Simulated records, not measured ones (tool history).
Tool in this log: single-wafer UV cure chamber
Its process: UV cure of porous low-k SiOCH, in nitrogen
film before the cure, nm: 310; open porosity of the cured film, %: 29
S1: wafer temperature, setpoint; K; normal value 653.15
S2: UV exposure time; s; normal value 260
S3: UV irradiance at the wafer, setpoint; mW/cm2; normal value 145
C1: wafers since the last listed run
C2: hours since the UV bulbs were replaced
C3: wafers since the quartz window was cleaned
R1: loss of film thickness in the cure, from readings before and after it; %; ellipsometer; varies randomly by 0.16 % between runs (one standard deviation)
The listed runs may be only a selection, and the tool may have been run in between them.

Run 1, hour 0: usual settings but S2 200 s, S3 172 mW/cm2; C1 0; C2 948.1; C3 2259. Result: R1 15.072 %.
Run 2, hour 16.4: usual settings; C1 137; C2 964.5; C3 2397. Result: R1 15.66 %.
Run 3, hour 24.1: usual settings; C1 64; C2 972.2; C3 2462. Result: R1 15.662 %.
Run 4, hour 30.4: usual settings; C1 52; C2 978.5; C3 2515. Result: R1 15.478 %.
Run 5, hour 43.7: usual settings but S1 639.15 K; C1 111; C2 991.8; C3 2627. Result: R1 15.147 %.
Run 6, hour 57.8: usual settings but S1 661.15 K; C1 118; C2 1005.9; C3 2745. Result: R1 15.304 %.
At hour 68.2: quartz window cleaned.
Run 7, hour 71: usual settings but S1 661.15 K; C1 43; C2 1019.1; C3 23. Result: R1 16.456 %.
Run 8, hour 82.7: usual settings but S1 661.15 K; C1 98; C2 1030.8; C3 121. Result: R1 16.428 %.
Run 9, hour 92.2: usual settings; C1 79; C2 1040.3; C3 201. Result: R1 16.478 %.
Run 10, hour 103.2: usual settings; C1 92; C2 1051.3; C3 293. Result: R1 16.234 %.
Run 11, hour 109.5: usual settings but S1 667.15 K; C1 52; C2 1057.6; C3 346. Result: R1 16.443 %.
Run 12, hour 116.8: usual settings but S1 638.15 K, S2 155 s, S3 113 mW/cm2; C1 61; C2 1064.9; C3 408. Result: R1 11.986 %.
At hour 125.8: UV bulbs replaced.
Run 13, hour 127.5: usual settings but S1 665.15 K, S3 123 mW/cm2; C1 22; C2 1.7; C3 430. Result: R1 15.482 %.
Run 14, hour 141: usual settings but S1 668.15 K; C1 113; C2 15.2; C3 544. Result: R1 16.782 %.
Run 15, hour 154.5: usual settings but S1 645.15 K, S2 330 s; C1 113; C2 28.7; C3 657. Result: R1 17.435 %.
Run 16, hour 161.9: usual settings but S1 664.15 K; C1 62; C2 36.1; C3 720. Result: R1 16.383 %.
Run 17, hour 170.1: usual settings; C1 68; C2 44.3; C3 788. Result: R1 16.083 %.
Run 18, hour 178.2: usual settings but S1 659.15 K, S2 325 s; C1 68; C2 52.4; C3 857. Result: R1 17.318 %.
Run 19, hour 187.4: usual settings but S1 641.15 K, S3 172 mW/cm2; C1 77; C2 61.6; C3 934. Result: R1 16.795 %.
Run 20, hour 199.2: usual settings but S1 665.15 K, S2 340 s, S3 162 mW/cm2; C1 99; C2 73.4; C3 1033. Result: R1 18.202 %.
Run 21, hour 207.8: usual settings; C1 72; C2 82; C3 1105. Result: R1 16.076 %.

Below are 4 alternative next runs, each starting from the tool's condition after run 21. Predict each:
Run A, hour 208.3: usual settings; C1 4; C2 82.5; C3 1109. Result: R1 ?.
Run B, hour 208.3: usual settings but S1 648.15 K, S2 300 s, S3 131 mW/cm2; C1 4; C2 82.5; C3 1109. Result: R1 ?.
Run C, hour 208.3: usual settings but S2 305 s, S3 117 mW/cm2; C1 4; C2 82.5; C3 1109. Result: R1 ?.
Run D, hour 208.3: usual settings but S2 105 s, S3 169 mW/cm2; C1 4; C2 82.5; C3 1109. Result: R1 ?.

run      R1
  A  15.817
  B  15.929
  C  15.525
  D  11.927
What these runs would have given with no unlogged condition in the tool:
run      R1
  A  16.287
  B  16.399
  C  15.993
  D  12.367

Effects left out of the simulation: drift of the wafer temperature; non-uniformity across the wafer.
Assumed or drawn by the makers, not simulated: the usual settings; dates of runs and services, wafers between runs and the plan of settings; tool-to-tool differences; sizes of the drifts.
